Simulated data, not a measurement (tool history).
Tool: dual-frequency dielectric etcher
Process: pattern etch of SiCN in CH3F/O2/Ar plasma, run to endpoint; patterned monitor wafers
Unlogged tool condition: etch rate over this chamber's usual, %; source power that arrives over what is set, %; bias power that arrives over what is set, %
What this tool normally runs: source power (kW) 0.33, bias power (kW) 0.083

run	hour	source power (kW)	bias power (kW)	wafers since the last listed run	hours since the last wet clean	hours since the last source power generator calibration	hours since the last bias power generator calibration	hours since the last upper electrode change	incoming incoming film thickness, nm	endpoint time (s)
1	0	0.33	0.083	0	293	3097.7	2998.1	1503.7	7.8	20.2
2	45.4	0.33	0.083	921	338.4	3143.1	3043.5	1549.1	7.8	20.4
3	84.8	0.33	0.083	799	377.8	3182.5	3082.9	1588.5	7.8	20.3
4	133.3	0.33	0.083	984	426.3	3231	3131.4	1637	7.76	20
5	188.2	0.33	0.083	1114	481.2	3285.9	3186.3	1691.9	7.83	20.3
# hour 274.4: wet clean of the chamber
6	274.9	0.33	0.083	1272	0.5	3372.6	3273	1778.6	7.75	19.4
7	305	0.33	0.083	610	30.6	3402.7	3303.1	1808.7	7.85	19.8
8	349.1	0.27	0.077	895	74.7	3446.8	3347.2	1852.8	7.78	22.2
9	416.9	0.27	0.077	1376	142.5	3514.6	3415	1920.6	7.74	22.1
10	557.4	0.27	0.077	2851	283	3655.1	3555.5	2061.1	7.75	22.2
11	590.6	0.33	0.083	673	316.2	3688.3	3588.7	2094.3	7.88	19.4
# hour 649.4: wet clean of the chamber, repeated, since the last time left the tool worse
12	662	0.33	0.083	962	12.6	3759.7	3660.1	2165.7	7.79	20.8
13	725.4	0.37	0.083	1286	76	3823.1	3723.5	2229.1	7.87	19.4
14	761.3	0.37	0.083	728	111.9	3859	3759.4	2265	7.71	19.4
15	787.6	0.33	0.083	533	138.2	3885.3	3785.7	2291.3	7.82	20.5
16	813.1	0.26	0.074	517	163.7	3910.8	3811.2	2316.8	7.84	24.2
# hour 873.7: bias power generator calibrated
17	946.1	0.33	0.083	2618	296.7	4043.8	72.4	2449.8	7.82	20.5
18	970.3	0.33	0.083	491	320.9	4068	96.6	2474	7.82	20.3
19	1000.6	0.33	0.083	614	351.2	4098.3	126.9	2504.3	7.82	20.3
# hour 1055.2: upper electrode replaced
20	1055.7	0.25	0.064	631	406.3	4153.4	182	0.5	7.75	25.9
21	1099.3	0.37	0.101	884	449.9	4197	225.6	44.1	7.8	17.7
# hour 1174.1: wet clean of the chamber
22	1174.6	0.27	0.068	1041	0.5	4272.3	300.9	119.4	7.88	24.7
23	1237	0.36	0.075	1266	62.9	4334.7	363.3	181.8	7.83	20.5
24	1300.5	0.38	0.092	1288	126.4	4398.2	426.8	245.3	7.83	18.3
# hour 1369.6: source power generator calibrated
25	1370.1	0.27	0.091	1331	196	0.5	496.4	314.9	7.72	22.1
26	1415.4	0.26	0.102	919	241.3	45.8	541.7	360.2	7.81	21.5
27	1467.9	0.37	0.067	1065	293.8	98.3	594.2	412.7	7.83	20.7
28	1677.9	0.33	0.09	4262	503.8	308.3	804.2	622.7	7.79	19.7
# hour 1739.2: wet clean of the chamber
29	1739.7	0.35	0.083	767	0.5	370.1	866	684.5	7.78	19.7

Predict each of these 4 candidate next runs independently; none follows another, all start after run 29:
A	1740.1	0.33	0.083	8	0.9	370.5	866.4	684.9	7.72	?
B	1740.1	0.33	0.071	8	0.9	370.5	866.4	684.9	7.72	?
C	1740.1	0.38	0.083	8	0.9	370.5	866.4	684.9	7.72	?
D	1740.1	0.41	0.075	8	0.9	370.5	866.4	684.9	7.72	?

run	endpoint time (s)
A	20.1
B	21.3
C	18.8
D	18.7
With no hidden state in the tool, these same runs would have given:
run	endpoint time (s)
A	20.1
B	21.2
C	18.7
D	18.7

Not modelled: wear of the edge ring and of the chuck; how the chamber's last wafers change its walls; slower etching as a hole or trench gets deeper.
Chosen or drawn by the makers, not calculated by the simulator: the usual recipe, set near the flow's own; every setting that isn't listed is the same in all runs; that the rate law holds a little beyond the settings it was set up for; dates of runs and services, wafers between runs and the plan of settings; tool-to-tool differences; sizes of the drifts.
